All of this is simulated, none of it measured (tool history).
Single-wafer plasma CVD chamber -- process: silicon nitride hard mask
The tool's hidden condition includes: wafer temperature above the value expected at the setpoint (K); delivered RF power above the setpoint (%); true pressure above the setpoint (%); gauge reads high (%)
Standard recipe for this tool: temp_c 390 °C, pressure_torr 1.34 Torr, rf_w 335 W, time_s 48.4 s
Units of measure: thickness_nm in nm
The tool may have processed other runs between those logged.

| run | hour | temp_c | pressure_torr | rf_w | time_s | wafers since the last listed run | hours since the last thermocouple change | hours since the last RF generator calibration | hours since the last manometer calibration | hours since the showerhead was replaced | hours since the gauge calibration | read-back reference wafer on the same gauge, thickness_nm | thickness_nm |
|---|---|---|---|---|---|---|---|---|---|---|---|---|---|
| 1 | 0 | 390 | 1.34 | 335 | 48.4 | 0 | 1004.6 | 1980.4 | 1280.8 | 1728.9 | 1468.7 | 55.017 | 56.092 |
| 2 | 81.1 | 390 | 1.51 | 335 | 48.4 | 1159 | 1085.7 | 2061.5 | 1361.9 | 1810 | 1549.8 | 54.905 | 58.118 |
| 3 | 146.1 | 390 | 1.51 | 335 | 48.4 | 928 | 1150.7 | 2126.5 | 1426.9 | 1875 | 1614.8 | 55.015 | 57.859 |
|  | 187 | RF generator calibrated |
| 4 | 243.1 | 390 | 1.34 | 335 | 48.4 | 1271 | 1247.7 | 56.1 | 1523.9 | 1972 | 1711.8 | 54.921 | 55.569 |
| 5 | 305.8 | 390 | 1.34 | 335 | 41.6 | 896 | 1310.4 | 118.8 | 1586.6 | 2034.7 | 1774.5 | 54.897 | 47.765 |
| 6 | 354.8 | 390 | 1.34 | 335 | 41.6 | 700 | 1359.4 | 167.8 | 1635.6 | 2083.7 | 1823.5 | 54.899 | 47.824 |
| 7 | 453.6 | 390 | 1.34 | 335 | 41.6 | 1411 | 1458.2 | 266.6 | 1734.4 | 2182.5 | 1922.3 | 54.838 | 47.748 |
| 8 | 497 | 390 | 1.34 | 335 | 48.4 | 620 | 1501.6 | 310 | 1777.8 | 2225.9 | 1965.7 | 54.76 | 55.473 |
| 9 | 540.3 | 383 | 1.34 | 355 | 48.4 | 618 | 1544.9 | 353.3 | 1821.1 | 2269.2 | 2009 | 54.795 | 57.166 |
| 10 | 637.5 | 390 | 1.49 | 320 | 48.4 | 1389 | 1642.1 | 450.5 | 1918.3 | 2366.4 | 2106.2 | 54.755 | 56.683 |
| 11 | 679.5 | 390 | 1.34 | 335 | 48.4 | 600 | 1684.1 | 492.5 | 1960.3 | 2408.4 | 2148.2 | 54.756 | 55.104 |
| 12 | 759.9 | 390 | 1.48 | 335 | 48.4 | 1149 | 1764.5 | 572.9 | 2040.7 | 2488.8 | 2228.6 | 54.741 | 57.627 |
| 13 | 830.1 | 390 | 1.15 | 270 | 53.7 | 1003 | 1834.7 | 643.1 | 2110.9 | 2559 | 2298.8 | 54.66 | 51.869 |
|  | 887.1 | thermocouple changed; heater temperature recalibrated |
| 14 | 887.6 | 403 | 1.25 | 275 | 50.9 | 707 | 0.5 | 700.6 | 2168.4 | 2616.5 | 2356.3 | 54.671 | 51.138 |
| 15 | 926.9 | 390 | 1.02 | 335 | 48.4 | 561 | 39.8 | 739.9 | 2207.7 | 2655.8 | 2395.6 | 54.671 | 48.943 |
|  | 956.2 | gauge calibrated |
| 16 | 972.7 | 377 | 1.34 | 390 | 40.8 | 654 | 85.6 | 785.7 | 2253.5 | 2701.6 | 16.5 | 55.69 | 51.295 |
| 17 | 1031.3 | 390 | 1.34 | 335 | 48.4 | 837 | 144.2 | 844.3 | 2312.1 | 2760.2 | 75.1 | 55.712 | 56.505 |
| 18 | 1109.6 | 390 | 1.34 | 335 | 39.9 | 1119 | 222.5 | 922.6 | 2390.4 | 2838.5 | 153.4 | 55.638 | 46.198 |
| 19 | 1145.9 | 378 | 1.34 | 370 | 48.4 | 518 | 258.8 | 958.9 | 2426.7 | 2874.8 | 189.7 | 55.518 | 59.507 |
|  | 1172.1 | showerhead replaced |
|  | 1182.5 | capacitance manometer re-zeroed and calibrated |
| 20 | 1200.3 | 390 | 1.34 | 335 | 48.4 | 548 | 313.2 | 1013.3 | 17.8 | 28.2 | 244.1 | 55.596 | 56.185 |
| 21 | 1298.6 | 379 | 1.34 | 275 | 48.4 | 1404 | 411.5 | 1111.6 | 116.1 | 126.5 | 342.4 | 55.489 | 51.23 |
| 22 | 1351.1 | 390 | 1.34 | 335 | 48.4 | 750 | 464 | 1164.1 | 168.6 | 179 | 394.9 | 55.468 | 56.241 |
| 23 | 1444.9 | 390 | 1.34 | 335 | 48.4 | 1340 | 557.8 | 1257.9 | 262.4 | 272.8 | 488.7 | 55.557 | 56.108 |
| 24 | 1499.2 | 376 | 1.34 | 335 | 57.2 | 776 | 612.1 | 1312.2 | 316.7 | 327.1 | 543 | 55.476 | 66.857 |
| 25 | 1606.8 | 390 | 1.34 | 365 | 39.5 | 1537 | 719.7 | 1419.8 | 424.3 | 434.7 | 650.6 | 55.425 | 47.705 |
| 26 | 1647.3 | 381 | 1.34 | 355 | 48.4 | 578 | 760.2 | 1460.3 | 464.8 | 475.2 | 691.1 | 55.387 | 57.668 |
| 27 | 1740.1 | 380 | 1.34 | 335 | 39.5 | 1326 | 853 | 1553.1 | 557.6 | 568 | 783.9 | 55.351 | 45.901 |

Branching from run 27: 5 alternative next runs. What would each branch give?
| A | 1740.5 | 390 | 1.34 | 335 | 48.4 | 5 | 853.4 | 1553.5 | 558 | 568.4 | 784.3 | ? | ? |
| B | 1740.5 | 380 | 1.34 | 335 | 51.7 | 5 | 853.4 | 1553.5 | 558 | 568.4 | 784.3 | ? | ? |
| C | 1740.5 | 395 | 1.34 | 380 | 43.6 | 5 | 853.4 | 1553.5 | 558 | 568.4 | 784.3 | ? | ? |
| D | 1740.5 | 390 | 1.44 | 390 | 44.5 | 5 | 853.4 | 1553.5 | 558 | 568.4 | 784.3 | ? | ? |
| E | 1740.5 | 375 | 1.49 | 285 | 39.9 | 5 | 853.4 | 1553.5 | 558 | 568.4 | 784.3 | ? | ? |

| run | read-back reference wafer on the same gauge, thickness_nm | thickness_nm |
|---|---|---|
| A | 55.355 | 56.069 |
| B | 55.355 | 60.167 |
| C | 55.355 | 53.632 |
| D | 55.355 | 57.113 |
| E | 55.355 | 44.682 |
The same runs, with their run-to-run variation unchanged, on a tool lacking any hidden condition would have given:
| run | thickness_nm |
|---|---|
| A | 56.321 |
| B | 60.438 |
| C | 53.874 |
| D | 57.37 |
| E | 44.883 |

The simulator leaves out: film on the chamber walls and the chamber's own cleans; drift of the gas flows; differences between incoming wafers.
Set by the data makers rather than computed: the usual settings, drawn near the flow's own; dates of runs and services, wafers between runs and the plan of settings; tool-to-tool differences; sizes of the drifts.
